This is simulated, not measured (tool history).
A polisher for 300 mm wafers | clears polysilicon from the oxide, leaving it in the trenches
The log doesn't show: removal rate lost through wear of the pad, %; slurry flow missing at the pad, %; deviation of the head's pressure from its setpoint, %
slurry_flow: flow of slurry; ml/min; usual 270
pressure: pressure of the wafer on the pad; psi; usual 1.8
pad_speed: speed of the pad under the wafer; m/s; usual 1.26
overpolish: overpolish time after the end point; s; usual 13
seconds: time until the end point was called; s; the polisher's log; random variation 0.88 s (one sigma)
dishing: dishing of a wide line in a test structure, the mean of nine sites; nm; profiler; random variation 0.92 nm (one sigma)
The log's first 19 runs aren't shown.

run,hour,slurry_flow,pressure,pad_speed,overpolish,wafers since the last listed run,wafers polished on this pad,hours since the slurry nozzle was cleaned,hours since the head pressure was calibrated,"incoming thickness of the incoming film, nm",seconds,dishing
20,238.8,320,1.8,1.26,13,244,520,768.9,141.4,503,43.4,47.2
21,246.7,185,1.4,1.26,13,108,629,776.8,149.3,512.5,62.5,42.2
22,260.2,270,1.8,0.96,17,185,815,790.3,162.8,501.1,60.9,44.3
23,271.2,270,1.8,1.26,13,151,966,801.3,173.8,513.7,47.8,46.6
# hour 287.7: slurry nozzle cleaned
24,288.2,270,1.8,1.26,13,220,1186,0.5,190.8,511,49.6,46.2
25,304,270,2.2,1.54,18,217,1403,16.3,206.6,516,34.7,48.7
26,320.5,215,2.2,1.26,13,226,1630,32.8,223.1,507,42.5,47.7
27,332.8,345,2.1,1.08,13,169,1799,45.1,235.4,507.4,51.6,45.6
# hour 343.9: worn pad replaced by a new one
28,344.4,195,2,1.26,13,104,6,56.7,247,515.8,43.3,46.4
29,358.1,310,2.4,1.26,19,188,195,70.4,260.7,508,33.8,47.7
30,404.5,270,1.8,1.26,13,638,833,116.8,307.1,499.3,45.4,45.8
31,411.9,200,1.8,1.26,13,101,935,124.2,314.5,500.1,49,43.6
32,440.4,270,1.8,1.48,5,391,1326,152.7,343,505.6,42.1,32.1
33,486.2,270,1.6,1.26,8,629,1956,198.5,388.8,503.1,59.1,35.3
# hour 498.9: worn pad replaced by a new one
34,499.4,270,1.8,1.26,13,126,6,211.7,402,510.1,46.5,46.5
35,514.8,270,1.8,1.26,13,211,218,227.1,417.4,509.7,45.5,46.5
36,530.8,270,1.8,1.26,6,220,438,243.1,433.4,514.4,46.3,34

Forecast each of these 3 alternatives for the next run:
A,531.2,270,1.8,1.26,13,5,443,243.5,433.8,506.5,?,?
B,531.2,270,1.8,1.12,16,5,443,243.5,433.8,506.5,?,?
C,531.2,185,1.8,1.26,13,5,443,243.5,433.8,506.5,?,?

run,seconds,dishing
A,45.6,46.7
B,51.3,47.6
C,48,46.1
Without the tool's hidden state the same runs would have given:
run,seconds,dishing
A,44.7,46.9
B,50.3,47.8
C,47.1,46.3

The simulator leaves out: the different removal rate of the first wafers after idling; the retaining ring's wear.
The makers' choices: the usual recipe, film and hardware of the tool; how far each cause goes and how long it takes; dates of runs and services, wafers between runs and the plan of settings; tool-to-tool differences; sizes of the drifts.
